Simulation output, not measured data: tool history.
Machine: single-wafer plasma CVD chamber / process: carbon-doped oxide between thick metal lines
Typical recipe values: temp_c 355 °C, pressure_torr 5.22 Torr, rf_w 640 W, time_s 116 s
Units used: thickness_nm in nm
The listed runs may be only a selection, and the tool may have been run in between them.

run    hour  temp_c  pressure_torr  rf_w  time_s  read-back reference wafer on the same gauge, thickness_nm  thickness_nm
  1     0.0     355           5.22   640      98                                                    611.109       576.838
  2    58.3     355           5.22   640      98                                                    610.957       576.240
  3   129.0     355           5.22   685     116                                                    611.196       706.626
  4   160.5     355           5.22   555     116                                                    611.155       632.385
  5   209.7     355           5.22   640     116                                                    611.032       677.384
  6   413.6     355           5.22   640     116                                                    610.835       672.832
  7   475.5     355           5.22   640     116                                                    610.775       673.463
  8   514.5     355           5.22   640     116                                                    611.123       674.662
  9   565.2     355           5.22   640     116                                                    610.937       669.179
 10   612.7     355           5.22   640     116                                                    610.984       670.226
 11   658.9     355           5.22   640     116                                                    610.957       671.097
      667.7  -- gauge calibrated
      674.2  -- thermocouple changed; heater temperature recalibrated
 12   711.4     355           5.22   640     116                                                    611.118       670.536
      745.1  -- capacitance manometer re-zeroed and calibrated
      748.6  -- showerhead replaced
 13   749.1     355           5.22   640     116                                                    610.908       673.651
 14   783.5     355           5.22   640     116                                                    610.952       671.775
 15   836.0     355           6.19   640     138                                                    610.913       815.138
 16   896.8     355           5.22   640     128                                                    611.212       738.283
 17   923.3     362           5.22   735     116                                                    610.848       703.039
 18   972.3     355           5.22   640     116                                                    610.829       666.537
 19  1028.7     355           4.43   565     129                                                    611.102       678.540
     1092.2  -- RF generator calibrated
 20  1236.6     355           6.21   640     109                                                    610.872       664.029
 21  1290.3     355           4.80   640     116                                                    611.103       681.091
 22  1318.3     347           5.22   530     130                                                    611.003       719.994
 23  1462.1     348           5.92   745     102                                                    610.889       681.781
 24  1499.3     355           5.22   640     116                                                    611.063       688.010
     1515.2  -- gauge calibrated
 25  1542.2     355           6.16   560     116                                                    610.819       657.655
 26  1611.1     360           5.86   530     124                                                    610.956       671.087
 27  1645.8     361           5.22   640     122                                                    611.259       715.352
 28  1714.4     355           5.22   640     116                                                    610.996       689.209

Below, each run's measurement less what the same run would have read without the hidden state. Both values contain the same run-to-run variation, but the gauge's scatter may not be the same in both:
What the log doesn't record here: wafer temperature above the value expected at the setpoint (K); delivered RF power above the setpoint (%); true pressure above the setpoint (%); gauge reads high (%).
run  thickness_nm
  1       -12.162
  2       -12.902
  3       -16.584
  4       -15.773
  5       -17.634
  6       -21.211
  7       -22.446
  8       -23.276
  9       -24.131
 10       -25.177
 11       -26.217
 12       -27.369
 13       -24.094
 14       -24.609
 15       -30.440
 16       -29.257
 17       -27.606
 18       -27.824
 19       -29.690
 20        -4.447
 21        -5.223
 22        -5.699
 23        -5.154
 24        -6.081
 25        -5.406
 26        -5.981
 27        -7.185
 28        -7.384

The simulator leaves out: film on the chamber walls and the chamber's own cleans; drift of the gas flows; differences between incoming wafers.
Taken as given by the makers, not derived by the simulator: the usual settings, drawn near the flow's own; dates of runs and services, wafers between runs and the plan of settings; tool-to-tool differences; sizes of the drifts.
